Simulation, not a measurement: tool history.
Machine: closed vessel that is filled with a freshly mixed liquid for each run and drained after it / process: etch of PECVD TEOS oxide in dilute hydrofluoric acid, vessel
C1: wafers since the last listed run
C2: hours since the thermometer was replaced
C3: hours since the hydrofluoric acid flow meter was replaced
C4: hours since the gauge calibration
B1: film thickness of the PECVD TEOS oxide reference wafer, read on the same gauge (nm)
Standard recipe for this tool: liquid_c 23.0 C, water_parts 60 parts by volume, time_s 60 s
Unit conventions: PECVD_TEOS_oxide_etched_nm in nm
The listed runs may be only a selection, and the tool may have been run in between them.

{"run": 1, "day": 0.0, "liquid_c": 23.0, "water_parts": 60, "time_s": 60, "C1": 0, "C2": 455.6, "C3": 662.4, "C4": 365.3, "B1": 70.0, "PECVD_TEOS_oxide_etched_nm": 23.07}
{"run": 2, "day": 2.196, "liquid_c": 23.0, "water_parts": 60, "time_s": 60, "C1": 4309, "C2": 508.3, "C3": 715.1, "C4": 418.0, "B1": 70.01, "PECVD_TEOS_oxide_etched_nm": 23.11}
{"run": 3, "day": 4.788, "liquid_c": 23.0, "water_parts": 60, "time_s": 60, "C1": 5086, "C2": 570.5, "C3": 777.3, "C4": 480.2, "B1": 69.98, "PECVD_TEOS_oxide_etched_nm": 22.87}
{"run": 4, "day": 6.85, "liquid_c": 23.0, "water_parts": 60, "time_s": 60, "C1": 4047, "C2": 620.0, "C3": 826.8, "C4": 529.7, "B1": 70.02, "PECVD_TEOS_oxide_etched_nm": 23.06}
{"run": 5, "day": 8.117, "liquid_c": 23.0, "water_parts": 60, "time_s": 60, "C1": 2485, "C2": 650.4, "C3": 857.2, "C4": 560.1, "B1": 70.01, "PECVD_TEOS_oxide_etched_nm": 22.95}
{"run": 6, "day": 9.708, "liquid_c": 23.0, "water_parts": 60, "time_s": 60, "C1": 3123, "C2": 688.6, "C3": 895.4, "C4": 598.3, "B1": 70.01, "PECVD_TEOS_oxide_etched_nm": 23.21}
{"run": 7, "day": 11.354, "liquid_c": 23.0, "water_parts": 60, "time_s": 60, "C1": 3229, "C2": 728.1, "C3": 934.9, "C4": 637.8, "B1": 70.0, "PECVD_TEOS_oxide_etched_nm": 22.88}
{"run": 8, "day": 13.412, "liquid_c": 23.0, "water_parts": 60, "time_s": 60, "C1": 4039, "C2": 777.5, "C3": 984.3, "C4": 687.2, "B1": 70.01, "PECVD_TEOS_oxide_etched_nm": 22.77}
{"run": 9, "day": 14.704, "liquid_c": 23.0, "water_parts": 60, "time_s": 60, "C1": 2534, "C2": 808.5, "C3": 1015.3, "C4": 718.2, "B1": 70.01, "PECVD_TEOS_oxide_etched_nm": 22.96}
{"day": 14.971, "done": "hydrofluoric acid flow meter replaced"}
{"run": 10, "day": 15.808, "liquid_c": 20.5, "water_parts": 60, "time_s": 60, "C1": 2085, "C2": 835.0, "C3": 20.1, "C4": 744.7, "B1": 69.98, "PECVD_TEOS_oxide_etched_nm": 21.32}
{"day": 16.029, "done": "gauge calibrated"}
{"run": 11, "day": 20.0, "liquid_c": 20.5, "water_parts": 60, "time_s": 60, "C1": 8225, "C2": 935.6, "C3": 120.7, "C4": 95.3, "B1": 70.01, "PECVD_TEOS_oxide_etched_nm": 21.43}

What will run 12 give?
{"run": 12, "day": 21.171, "liquid_c": 21.5, "water_parts": 85, "time_s": 90, "C1": 2297, "C2": 963.7, "C3": 148.8, "C4": 123.4, "B1": "?", "PECVD_TEOS_oxide_etched_nm": "?"}

B1: 70.02
PECVD_TEOS_oxide_etched_nm: 22.91 nm
With no hidden state in the tool, this same run would have given PECVD_TEOS_oxide_etched_nm 23.05 nm.
